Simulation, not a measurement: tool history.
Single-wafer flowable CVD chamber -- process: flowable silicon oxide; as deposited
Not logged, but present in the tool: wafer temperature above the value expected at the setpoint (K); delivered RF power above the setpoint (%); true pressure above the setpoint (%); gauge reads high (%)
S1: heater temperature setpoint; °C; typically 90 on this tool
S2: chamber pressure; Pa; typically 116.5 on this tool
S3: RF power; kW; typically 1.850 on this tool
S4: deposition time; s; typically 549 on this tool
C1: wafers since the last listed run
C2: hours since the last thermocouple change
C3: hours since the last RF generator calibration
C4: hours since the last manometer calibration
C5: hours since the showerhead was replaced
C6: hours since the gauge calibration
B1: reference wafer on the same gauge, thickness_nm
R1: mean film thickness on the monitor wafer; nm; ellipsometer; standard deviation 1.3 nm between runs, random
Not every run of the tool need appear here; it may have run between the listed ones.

run 1 hour=0.0 | S1=90 S2=116.5 S3=1.850 S4=549 | C1=0 C2=774.1 C3=460.4 C4=2117.6 C5=4857.5 C6=1610.9 | B1=504.744 | R1=494.128
run 2 hour=94.7 | S1=90 S2=116.5 S3=1.850 S4=549 | C1=341 C2=868.8 C3=555.1 C4=2212.3 C5=4952.2 C6=1705.6 | B1=505.197 | R1=493.532
run 3 hour=186.1 | S1=90 S2=116.5 S3=1.850 S4=549 | C1=329 C2=960.2 C3=646.5 C4=2303.7 C5=5043.6 C6=1797.0 | B1=504.923 | R1=491.267
-- hour=261.5 thermocouple changed; heater temperature recalibrated
run 4 hour=262.0 | S1=90 S2=116.5 S3=1.850 S4=549 | C1=245 C2=0.5 C3=722.4 C4=2379.6 C5=5119.5 C6=1872.9 | B1=505.100 | R1=491.446
-- hour=286.4 gauge calibrated
run 5 hour=355.1 | S1=90 S2=116.5 S3=1.850 S4=549 | C1=336 C2=93.6 C3=815.5 C4=2472.7 C5=5212.6 C6=68.7 | B1=505.274 | R1=489.859
run 6 hour=445.6 | S1=90 S2=116.5 S3=2.000 S4=549 | C1=326 C2=184.1 C3=906.0 C4=2563.2 C5=5303.1 C6=159.2 | B1=504.904 | R1=500.894
run 7 hour=552.4 | S1=90 S2=116.5 S3=2.000 S4=549 | C1=385 C2=290.9 C3=1012.8 C4=2670.0 C5=5409.9 C6=266.0 | B1=505.116 | R1=501.023
-- hour=590.0 capacitance manometer re-zeroed and calibrated
-- hour=601.3 RF generator calibrated
run 8 hour=601.8 | S1=90 S2=116.5 S3=2.000 S4=549 | C1=120 C2=340.3 C3=0.5 C4=11.8 C5=5459.3 C6=315.4 | B1=504.891 | R1=492.655
run 9 hour=690.6 | S1=83 S2=116.5 S3=2.115 S4=549 | C1=320 C2=429.1 C3=89.3 C4=100.6 C5=5548.1 C6=404.2 | B1=504.652 | R1=602.601
run 10 hour=729.5 | S1=90 S2=116.5 S3=1.850 S4=549 | C1=140 C2=468.0 C3=128.2 C4=139.5 C5=5587.0 C6=443.1 | B1=505.071 | R1=478.750
run 11 hour=788.9 | S1=90 S2=116.5 S3=1.850 S4=549 | C1=214 C2=527.4 C3=187.6 C4=198.9 C5=5646.4 C6=502.5 | B1=504.785 | R1=478.625
run 12 hour=895.1 | S1=80 S2=104.1 S3=1.850 S4=466 | C1=383 C2=633.6 C3=293.8 C4=305.1 C5=5752.6 C6=608.7 | B1=505.501 | R1=480.308
run 13 hour=987.2 | S1=90 S2=116.5 S3=1.850 S4=549 | C1=332 C2=725.7 C3=385.9 C4=397.2 C5=5844.7 C6=700.8 | B1=505.260 | R1=476.520
run 14 hour=1060.2 | S1=90 S2=132.4 S3=1.850 S4=456 | C1=263 C2=798.7 C3=458.9 C4=470.2 C5=5917.7 C6=773.8 | B1=504.762 | R1=439.529
-- hour=1125.6 RF generator calibrated, repeated, since the last time left the tool worse
run 15 hour=1144.0 | S1=79 S2=136.4 S3=1.850 S4=549 | C1=273 C2=882.5 C3=18.4 C4=554.0 C5=6001.5 C6=857.6 | B1=504.890 | R1=749.140
run 16 hour=1198.9 | S1=90 S2=116.5 S3=1.850 S4=549 | C1=198 C2=937.4 C3=73.3 C4=608.9 C5=6056.4 C6=912.5 | B1=504.660 | R1=494.974

Expected results for the next run?
-- hour=1254.7 thermocouple changed; heater temperature recalibrated
run 17 hour=1255.2 | S1=90 S2=124.4 S3=1.850 S4=549 | C1=174 C2=0.5 C3=129.6 C4=665.2 C5=6112.7 C6=968.8 | B1=? | R1=?

B1: 504.943
R1: 520.952 nm
With the hidden condition absent and the run-to-run variation left alone, this run would have shown R1 521.103 nm.
